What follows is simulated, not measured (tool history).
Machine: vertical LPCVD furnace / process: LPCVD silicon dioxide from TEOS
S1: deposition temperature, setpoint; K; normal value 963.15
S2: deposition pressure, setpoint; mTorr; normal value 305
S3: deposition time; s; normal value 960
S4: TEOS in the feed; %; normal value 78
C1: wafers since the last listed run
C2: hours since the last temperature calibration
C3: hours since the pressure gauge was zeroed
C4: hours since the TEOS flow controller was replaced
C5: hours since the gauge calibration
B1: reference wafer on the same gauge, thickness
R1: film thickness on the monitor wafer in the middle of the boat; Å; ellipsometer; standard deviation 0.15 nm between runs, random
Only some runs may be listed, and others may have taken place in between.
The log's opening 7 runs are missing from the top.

run,hour,S1,S2,S3,S4,C1,C2,C3,C4,C5,B1,R1
8,77.6,963.15,305,1080,78,125,3302.8,40.4,6690,423.7,105.04,1260.1
9,86.5,963.15,305,960,83,168,3311.7,49.3,6698.9,432.6,105.02,1152.3
10,94.8,963.15,305,960,78,157,3320,57.6,6707.2,440.9,104.97,1119.5
11,103,963.15,350,960,94,155,3328.2,65.8,6715.4,449.1,105.04,1316
# hour 108.6: gauge calibrated
# hour 151.5: thermocouples replaced and temperature profile calibrated
12,152,963.15,305,1200,90,474,0.5,114.8,6764.4,43.4,105.03,1382.6
13,156.1,966.15,260,960,78,77,4.6,118.9,6768.5,47.5,105.01,1020
# hour 185: TEOS flow controller replaced
14,185.5,963.15,305,1080,78,102,34,148.3,0.5,76.9,105.01,1156.8
15,189.5,957.15,275,1320,87,75,38,152.3,4.5,80.9,105.02,1230.9
16,193.6,971.15,340,1080,78,77,42.1,156.4,8.6,85,104.96,1479.4
17,197.7,973.15,350,1230,78,77,46.2,160.5,12.7,89.1,105.03,1790.6
18,203,963.15,305,960,78,100,51.5,165.8,18,94.4,104.99,1031.8
19,220.1,963.15,305,1260,78,324,68.6,182.9,35.1,111.5,105.01,1354.8
20,235.6,969.15,305,960,78,294,84.1,198.4,50.6,127,104.98,1185.7
21,247.4,963.15,305,1080,78,223,95.9,210.2,62.4,138.8,104.96,1159.5
22,265,963.15,305,960,78,333,113.5,227.8,80,156.4,104.94,1028.1
23,278.8,963.15,265,960,78,261,127.3,241.6,93.8,170.2,105.03,960.6
24,292.1,963.15,305,960,73,252,140.6,254.9,107.1,183.5,105.06,996.5
25,307,956.15,305,1080,78,282,155.5,269.8,122,198.4,104.99,982.3
26,319.4,963.15,305,960,86,235,167.9,282.2,134.4,210.8,104.98,1080.5
27,328.3,955.15,305,960,78,168,176.8,291.1,143.3,219.7,105.01,849.6
28,337.9,970.15,265,960,64,182,186.4,300.7,152.9,229.3,104.95,1025.9

For run 29, what comes out?
29,363.3,960.15,305,1080,78,481,211.8,326.1,178.3,254.7,?,?

{"run 29": {"B1": 105, "R1": 1078.6}}
Were there no unlogged condition in the tool, this run, its random variation unchanged, would have produced R1 1070.3 Å.
